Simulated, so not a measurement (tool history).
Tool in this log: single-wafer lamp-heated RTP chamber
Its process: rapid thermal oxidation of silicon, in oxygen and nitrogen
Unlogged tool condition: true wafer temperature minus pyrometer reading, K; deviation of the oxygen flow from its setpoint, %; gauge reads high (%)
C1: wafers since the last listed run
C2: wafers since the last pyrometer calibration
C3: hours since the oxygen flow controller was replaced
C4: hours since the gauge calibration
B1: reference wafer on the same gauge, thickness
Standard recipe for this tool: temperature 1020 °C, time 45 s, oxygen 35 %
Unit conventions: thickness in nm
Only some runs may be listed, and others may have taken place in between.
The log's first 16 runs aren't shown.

Run 17, day 66.733: usual settings; C1 599; C2 952; C3 2555.8; C4 363.4; B1 3.288. Result: thickness 4.046 nm.
Run 18, day 70.042: usual settings but temperature 1048 °C; C1 503; C2 1455; C3 2635.2; C4 442.8; B1 3.291. Result: thickness 4.862 nm.
At day 76.192: oxygen flow controller replaced.
Run 19, day 78.888: usual settings but temperature 1031 °C, time 32 s, oxygen 60 %; C1 1294; C2 2750; C3 64.7; C4 655.1; B1 3.29. Result: thickness 4.495 nm.
Run 20, day 82.029: usual settings but temperature 1030 °C, time 59 s; C1 477; C2 3228; C3 140.1; C4 730.5; B1 3.288. Result: thickness 4.778 nm.
Run 21, day 84.971: usual settings but time 23 s; C1 447; C2 3675; C3 210.7; C4 801.1; B1 3.293. Result: thickness 3.109 nm.
Run 22, day 88.433: usual settings but temperature 1004 °C, time 62 s, oxygen 60 %; C1 526; C2 4202; C3 293.8; C4 884.2; B1 3.289. Result: thickness 4.923 nm.
Run 23, day 90.696: usual settings; C1 344; C2 4546; C3 348.1; C4 938.5; B1 3.293. Result: thickness 4.001 nm.
Run 24, day 93.129: usual settings but time 55 s; C1 370; C2 4916; C3 406.5; C4 996.9; B1 3.288. Result: thickness 4.333 nm.
Run 25, day 95.967: usual settings but temperature 1028 °C, oxygen 18 %; C1 431; C2 5348; C3 474.6; C4 1065; B1 3.288. Result: thickness 3.431 nm.
At day 97.579: pyrometer window cleaned and pyrometer calibrated.
Run 26, day 98.65: usual settings but time 61 s; C1 357; C2 162; C3 539; C4 1129.4; B1 3.292. Result: thickness 4.515 nm.
Run 27, day 101.917: usual settings but temperature 1009 °C; C1 496; C2 659; C3 617.4; C4 1207.8; B1 3.289. Result: thickness 3.715 nm.
Run 28, day 105.425: usual settings; C1 533; C2 1193; C3 701.6; C4 1292; B1 3.29. Result: thickness 4.004 nm.
Run 29, day 107.454: usual settings; C1 308; C2 1502; C3 750.3; C4 1340.7; B1 3.289. Result: thickness 3.994 nm.
Run 30, day 110.554: usual settings but temperature 996 °C, time 25 s, oxygen 43 %; C1 471; C2 1973; C3 824.7; C4 1415.1; B1 3.292. Result: thickness 2.967 nm.
Run 31, day 114.842: usual settings but time 30 s; C1 652; C2 2625; C3 927.6; C4 1518; B1 3.288. Result: thickness 3.423 nm.
At day 116.088: oxygen flow controller replaced, repeated, since the last time left the tool worse.
Run 32, day 116.554: usual settings but time 38 s; C1 209; C2 2835; C3 11.2; C4 1559.1; B1 3.291. Result: thickness 3.821 nm.
Run 33, day 119.842: usual settings but temperature 1034 °C, time 60 s; C1 500; C2 3335; C3 90.1; C4 1638; B1 3.29. Result: thickness 5.052 nm.
Run 34, day 123.725: usual settings; C1 590; C2 3926; C3 183.3; C4 1731.2; B1 3.294. Result: thickness 4.082 nm.
Run 35, day 126.888: usual settings but temperature 1012 °C, oxygen 17 %; C1 481; C2 4407; C3 259.2; C4 1807.1; B1 3.287. Result: thickness 3.167 nm.
Run 36, day 131.204: usual settings but temperature 1038 °C, oxygen 58 %; C1 656; C2 5064; C3 362.8; C4 1910.7; B1 3.29. Result: thickness 5.445 nm.
At day 134.004: pyrometer window cleaned and pyrometer calibrated.
Run 37, day 134.025: usual settings; C1 378; C2 3; C3 430.5; C4 1978.4; B1 3.29. Result: thickness 4.074 nm.

Predict each of these 4 candidate next runs independently; none follows another, all start after run 37:
Run A, day 134.046: usual settings; C1 3; C2 6; C3 431; C4 1978.9; B1 ?. Result: thickness ?.
Run B, day 134.046: usual settings but oxygen 50 %; C1 3; C2 6; C3 431; C4 1978.9; B1 ?. Result: thickness ?.
Run C, day 134.046: usual settings but time 56 s; C1 3; C2 6; C3 431; C4 1978.9; B1 ?. Result: thickness ?.
Run D, day 134.046: usual settings but temperature 1029 °C, time 58 s, oxygen 49 %; C1 3; C2 6; C3 431; C4 1978.9; B1 ?. Result: thickness ?.

run     B1  thickness
  A  3.289      4.061
  B  3.289      4.561
  C  3.289      4.441
  D  3.289      5.369
Without the tool's hidden state the same runs would have given:
run  thickness
  A      4.067
  B      4.567
  C      4.448
  D      5.376
